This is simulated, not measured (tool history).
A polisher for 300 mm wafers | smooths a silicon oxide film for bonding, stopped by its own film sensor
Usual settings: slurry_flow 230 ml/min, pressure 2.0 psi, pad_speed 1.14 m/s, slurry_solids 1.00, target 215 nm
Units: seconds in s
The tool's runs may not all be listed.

| run | hour | slurry_flow | pressure | pad_speed | slurry_solids | target | wafers since the last listed run | wafers polished on this pad | hours since the slurry nozzle was cleaned | hours since the head pressure was calibrated | hours since the slurry blender was calibrated | incoming thickness of the incoming film, nm | seconds |
|---|---|---|---|---|---|---|---|---|---|---|---|---|---|
| 1 | 0.0 | 230 | 2.0 | 1.14 | 1.00 | 215 | 0 | 962 | 274.9 | 148.6 | 124.6 | 255.2 | 59.7 |
| 2 | 15.2 | 230 | 2.0 | 1.14 | 1.00 | 215 | 157 | 1119 | 290.1 | 163.8 | 139.8 | 245.8 | 48.6 |
| 3 | 51.0 | 230 | 2.0 | 1.14 | 1.00 | 215 | 370 | 1489 | 325.9 | 199.6 | 175.6 | 254.3 | 62.9 |
| 4 | 86.6 | 230 | 2.0 | 1.14 | 1.00 | 215 | 367 | 1857 | 361.5 | 235.2 | 211.2 | 251.3 | 59.3 |
|  | 93.1 | worn pad replaced by a new one |
|  | 96.1 | slurry nozzle cleaned |
| 5 | 164.9 | 230 | 2.0 | 1.14 | 1.00 | 215 | 757 | 732 | 68.8 | 313.5 | 289.5 | 250.4 | 55.2 |
| 6 | 177.3 | 230 | 2.0 | 1.14 | 1.00 | 215 | 128 | 860 | 81.2 | 325.9 | 301.9 | 250.5 | 54.8 |
|  | 189.6 | slurry blender recalibrated |
| 7 | 209.8 | 230 | 2.0 | 1.14 | 1.00 | 215 | 315 | 1175 | 113.7 | 358.4 | 20.2 | 253.1 | 63.1 |
| 8 | 239.9 | 230 | 2.0 | 1.14 | 1.00 | 215 | 311 | 1486 | 143.8 | 388.5 | 50.3 | 251.2 | 62.4 |
| 9 | 254.4 | 230 | 2.0 | 1.14 | 1.00 | 215 | 149 | 1636 | 158.3 | 403.0 | 64.8 | 251.5 | 62.6 |
|  | 268.3 | worn pad replaced by a new one |
| 10 | 275.3 | 230 | 2.0 | 1.14 | 0.90 | 215 | 174 | 72 | 179.2 | 423.9 | 85.7 | 249.2 | 59.7 |
|  | 296.7 | head pressure recalibrated |
| 11 | 305.4 | 230 | 2.0 | 1.14 | 1.00 | 215 | 290 | 363 | 209.3 | 8.7 | 115.8 | 249.9 | 51.6 |
| 12 | 328.3 | 230 | 2.0 | 1.14 | 1.00 | 215 | 236 | 599 | 232.2 | 31.6 | 138.7 | 248.0 | 49.2 |
| 13 | 350.2 | 170 | 2.0 | 1.36 | 0.90 | 210 | 226 | 826 | 254.1 | 53.5 | 160.6 | 251.9 | 62.4 |
| 14 | 364.1 | 170 | 2.2 | 1.28 | 0.70 | 215 | 143 | 969 | 268.0 | 67.4 | 174.5 | 249.2 | 59.1 |
| 15 | 377.1 | 150 | 2.0 | 1.14 | 1.00 | 215 | 134 | 1104 | 281.0 | 80.4 | 187.5 | 247.4 | 52.0 |
| 16 | 398.5 | 230 | 2.0 | 0.80 | 1.00 | 208 | 221 | 1325 | 302.4 | 101.8 | 208.9 | 249.1 | 79.3 |
| 17 | 420.9 | 230 | 2.0 | 0.78 | 0.75 | 215 | 231 | 1557 | 324.8 | 124.2 | 231.3 | 250.0 | 87.2 |
| 18 | 434.8 | 230 | 2.0 | 1.14 | 1.00 | 215 | 143 | 1700 | 338.7 | 138.1 | 245.2 | 248.4 | 53.0 |
|  | 461.8 | worn pad replaced by a new one |
|  | 477.9 | slurry nozzle cleaned |
|  | 523.8 | slurry blender recalibrated |
| 19 | 529.8 | 230 | 2.0 | 1.14 | 1.00 | 215 | 909 | 672 | 51.9 | 233.1 | 6.0 | 252.4 | 58.2 |
| 20 | 560.4 | 230 | 2.0 | 1.14 | 1.00 | 221 | 316 | 988 | 82.5 | 263.7 | 36.6 | 251.7 | 48.2 |
| 21 | 595.9 | 290 | 2.0 | 1.14 | 0.80 | 215 | 366 | 1355 | 118.0 | 299.2 | 72.1 | 252.3 | 70.0 |
| 22 | 615.9 | 230 | 2.0 | 1.14 | 1.00 | 221 | 206 | 1562 | 138.0 | 319.2 | 92.1 | 250.7 | 50.4 |
| 23 | 629.0 | 230 | 2.0 | 1.40 | 1.00 | 215 | 135 | 1697 | 151.1 | 332.3 | 105.2 | 248.7 | 52.6 |
| 24 | 648.5 | 205 | 2.0 | 1.14 | 1.10 | 203 | 201 | 1899 | 170.6 | 351.8 | 124.7 | 250.2 | 80.5 |
| 25 | 660.9 | 230 | 2.0 | 0.96 | 1.15 | 215 | 128 | 2027 | 183.0 | 364.2 | 137.1 | 250.5 | 67.4 |
|  | 675.0 | worn pad replaced by a new one |
| 26 | 684.6 | 230 | 2.0 | 1.14 | 1.10 | 215 | 203 | 99 | 206.7 | 387.9 | 160.8 | 249.7 | 52.5 |
| 27 | 706.2 | 230 | 1.8 | 0.76 | 1.10 | 206 | 223 | 322 | 228.3 | 409.5 | 182.4 | 253.8 | 98.3 |
| 28 | 736.7 | 200 | 1.3 | 1.14 | 0.90 | 223 | 315 | 638 | 258.8 | 440.0 | 212.9 | 253.9 | 82.1 |
| 29 | 761.9 | 230 | 2.5 | 0.74 | 1.25 | 212 | 260 | 898 | 284.0 | 465.2 | 238.1 | 248.6 | 57.1 |

How the hidden state differs across the entries between the runs, from the last listed run before each to the first after it:
Between runs 4 and 5: worn pad replaced by a new one (hour 93.1); slurry nozzle cleaned (hour 96.1)
  removal rate lost through wear of the pad, %: 9.63 -> 2.11; deviation of the head's pressure from its setpoint, %: -6.35 -> -8.43
  measured less the result without the state, seconds: +8.8 -> +5.3 s
Between runs 6 and 7: slurry blender recalibrated (hour 189.6)
  removal rate lost through wear of the pad, %: 2.68 -> 4.6; deviation of the head's pressure from its setpoint, %: -8.76 -> -9.63
  measured less the result without the state, seconds: +5.7 -> +8.2 s
Between runs 9 and 10: worn pad replaced by a new one (hour 268.3)
  removal rate lost through wear of the pad, %: 8.25 -> 0.382; deviation of the head's pressure from its setpoint, %: -10.8 -> -11.4
  measured less the result without the state, seconds: +10.8 -> +6.4 s
Between runs 10 and 11: head pressure recalibrated (hour 296.7)
  removal rate lost through wear of the pad, %: 0.382 -> 0.773; deviation of the head's pressure from its setpoint, %: -11.4 -> -0.339
  measured less the result without the state, seconds: +6.4 -> +0.6 s
Between runs 18 and 19: worn pad replaced by a new one (hour 461.8); slurry nozzle cleaned (hour 477.9); slurry blender recalibrated (hour 523.8)
  removal rate lost through wear of the pad, %: 8.52 -> 2.9; deviation of the head's pressure from its setpoint, %: -3.78 -> -6.31
  measured less the result without the state, seconds: +6.2 -> +4.9 s
Between runs 25 and 26: worn pad replaced by a new one (hour 675.0)
  removal rate lost through wear of the pad, %: 13.2 -> 1.31; deviation of the head's pressure from its setpoint, %: -9.8 -> -10.4
  measured less the result without the state, seconds: +14.1 -> +5.6 s
